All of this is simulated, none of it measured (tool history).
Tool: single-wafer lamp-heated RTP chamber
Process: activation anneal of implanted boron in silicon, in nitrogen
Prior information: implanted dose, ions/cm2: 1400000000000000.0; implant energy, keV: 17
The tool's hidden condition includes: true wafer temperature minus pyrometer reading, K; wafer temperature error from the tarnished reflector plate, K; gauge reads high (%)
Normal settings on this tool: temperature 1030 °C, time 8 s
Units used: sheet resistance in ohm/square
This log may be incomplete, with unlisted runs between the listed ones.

run	hour	temperature	time	wafers since the last listed run	wafers since the last pyrometer calibration	wafers since the reflector plate was cleaned	hours since the gauge calibration	read-back reference wafer on the same gauge, sheet resistance	sheet resistance
1	0	1030	8	0	30	1679	144.1	119.54	99.42
2	76.4	1030	8	1468	1499	3147	220.5	118.75	99.42
# hour 148.4: reflector plate cleaned
3	165.6	1030	8	1560	3060	331	309.7	118.13	99.59
4	215.6	1030	8	961	4021	1292	359.7	117.99	98.99
5	285	1030	8	1333	5355	2626	429.1	117.5	98.63
6	382.7	1030	8	1877	7233	4504	526.8	117.39	99.27
# hour 443.9: reflector plate cleaned
# hour 448.8: pyrometer window cleaned and pyrometer calibrated
7	474	1030	8	1506	483	483	618.1	116.87	98.87
8	640.8	1030	8	3206	3689	3689	784.9	116.36	97.26
9	699.3	1013	8	1124	4814	4814	843.4	116.31	102.06
# hour 722.9: reflector plate cleaned
10	794.7	1017	8	1679	6494	1380	938.8	116.13	100.11
11	898.1	1030	8	1987	8481	3368	1042.2	116.24	98.12
# hour 898.9: gauge calibrated
# hour 925.8: pyrometer window cleaned and pyrometer calibrated
12	968.9	1030	8	1207	829	4575	70	119.62	100.48
# hour 1047.8: reflector plate cleaned
13	1072.4	1021	9	1835	2664	472	173.5	118.64	101.44
14	1179.2	1008	5	2052	4717	2524	280.3	117.44	107
15	1257.9	1055	6	1512	6230	4037	359	117.05	94.65

Alternative continuations, all from the tool just after run 15; predict every row:
A	1258.3	1030	12	7	6238	4045	359.4	?	?
B	1258.3	1051	5	7	6238	4045	359.4	?	?
C	1258.3	1003	12	7	6238	4045	359.4	?	?
D	1258.3	1020	3	7	6238	4045	359.4	?	?

run	read-back reference wafer on the same gauge, sheet resistance	sheet resistance
A	117.16	96.43
B	117.16	95.11
C	117.16	103.21
D	117.16	101.97
Had the tool no hidden state, the same runs would have come out as:
run	sheet resistance
A	99.65
B	98.29
C	106.65
D	105.37
